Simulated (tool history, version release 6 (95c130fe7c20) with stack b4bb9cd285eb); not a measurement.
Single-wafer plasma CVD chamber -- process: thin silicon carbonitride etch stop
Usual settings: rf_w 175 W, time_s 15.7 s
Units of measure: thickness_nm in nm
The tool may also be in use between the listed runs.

run     day  rf_w  time_s  wafers since the last listed run  hours since the last thermocouple change  hours since the last RF generator calibration  hours since the showerhead was replaced  hours since the gauge calibration  read-back reference wafer on the same gauge, thickness_nm  thickness_nm
  1       0   165    17.7                                 0                                      2070                                         1424.1                                     3085                               57.1                                                      9.219         9.747
  2     0.5   165    17.7                               287                                      2082                                         1436.1                                     3097                               69.1                                                      9.216         9.737
  3   1.367   165    17.7                               499                                    2102.8                                         1456.9                                   3117.8                               89.9                                                       9.22         9.728
  4   2.604   190    15.7                               712                                    2132.5                                         1486.6                                   3147.5                              119.6                                                       9.22          8.82
  5   3.708   190    15.7                               635                                      2159                                         1513.1                                     3174                              146.1                                                      9.224         8.806
  6   4.575   190    15.7                               499                                    2179.8                                         1533.9                                   3194.8                              166.9                                                      9.225         8.821
  7   5.212   175    15.7                               367                                    2195.1                                         1549.2                                   3210.1                              182.2                                                      9.224         8.734
  8   5.767   175    16.9                               319                                    2208.4                                         1562.5                                   3223.4                              195.5                                                      9.225         9.355
  9   6.292   175    16.9                               302                                      2221                                         1575.1                                     3236                              208.1                                                      9.225         9.381
 10   7.108   185    13.5                               470                                    2240.6                                         1594.7                                   3255.6                              227.7                                                      9.226         7.549
 11   7.642   185    13.5                               307                                    2253.4                                         1607.5                                   3268.4                              240.5                                                      9.228         7.547
 12   8.467   200    15.7                               475                                    2273.2                                         1627.3                                   3288.2                              260.3                                                      9.234          8.91
 13    9.05   200    15.7                               335                                    2287.2                                         1641.3                                   3302.2                              274.3                                                      9.232           8.9
 14   9.762   200    15.7                               410                                    2304.3                                         1658.4                                   3319.3                              291.4                                                      9.237         8.911
 15  10.358   165    13.1                               343                                    2318.6                                         1672.7                                   3333.6                              305.7                                                      9.237         7.219
 16  11.121   160    15.7                               439                                    2336.9                                           1691                                   3351.9                                324                                                      9.239         8.621
 17  11.783   175    12.8                               381                                    2352.8                                         1706.9                                   3367.8                              339.9                                                      9.237         7.121
     13.108  -- RF generator calibrated
 18   13.25   165    17.7                               652                                      2388                                            3.4                                     3403                              375.1                                                      9.249         9.757
 19  13.896   210      13                               371                                    2403.5                                           18.9                                   3418.5                              390.6                                                      9.252         7.445
     17.071  -- showerhead replaced
 20  17.092   165    18.4                              1648                                    2480.2                                           95.6                                      0.5                              467.3                                                      9.265        10.125
 21  17.721   160    15.7                               362                                    2495.3                                          110.7                                     15.6                              482.4                                                      9.266         8.639
     18.212  -- gauge calibrated
     19.112  -- thermocouple changed; heater temperature recalibrated
 22  19.133   175    16.9                               621                                       0.5                                          144.6                                     49.5                               22.1                                                      9.219         9.357
 23    19.6   200    17.8                               268                                      11.7                                          155.8                                     60.7                               33.3                                                      9.222        10.101
 24  20.596   175    15.7                               573                                      35.6                                          179.7                                     84.6                               57.2                                                      9.219         8.699
 25  21.604   175    15.7                               580                                      59.8                                          203.9                                    108.8                               81.4                                                      9.215         8.714
 26  22.912   175    15.7                               753                                      91.2                                          235.3                                    140.2                              112.8                                                      9.221          8.72
 27  23.412   210    13.2                               287                                     103.2                                          247.3                                    152.2                              124.8                                                      9.222         7.521
 28  24.354   165    18.8                               542                                     125.8                                          269.9                                    174.8                              147.4                                                      9.226        10.347
 29  25.012   175    14.7                               379                                     141.6                                          285.7                                    190.6                              163.2                                                      9.222         8.159

Per-run results on a tool with no hidden state, each run keeping its own random variation:
Hidden state present: wafer temperature above the value expected at the setpoint (K); delivered RF power above the setpoint (%); gauge reads high (%).
run  thickness_nm
  1         9.749
  2         9.739
  3         9.729
  4          8.82
  5         8.804
  6         8.818
  7          8.73
  8          9.35
  9         9.374
 10         7.542
 11         7.539
 12         8.899
 13         8.887
 14         8.896
 15         7.206
 16         8.603
 17         7.104
 18         9.728
 19          7.42
 20        10.077
 21         8.595
 22         9.359
 23        10.103
 24         8.701
 25         8.715
 26          8.72
 27          7.52
 28        10.344
 29         8.156

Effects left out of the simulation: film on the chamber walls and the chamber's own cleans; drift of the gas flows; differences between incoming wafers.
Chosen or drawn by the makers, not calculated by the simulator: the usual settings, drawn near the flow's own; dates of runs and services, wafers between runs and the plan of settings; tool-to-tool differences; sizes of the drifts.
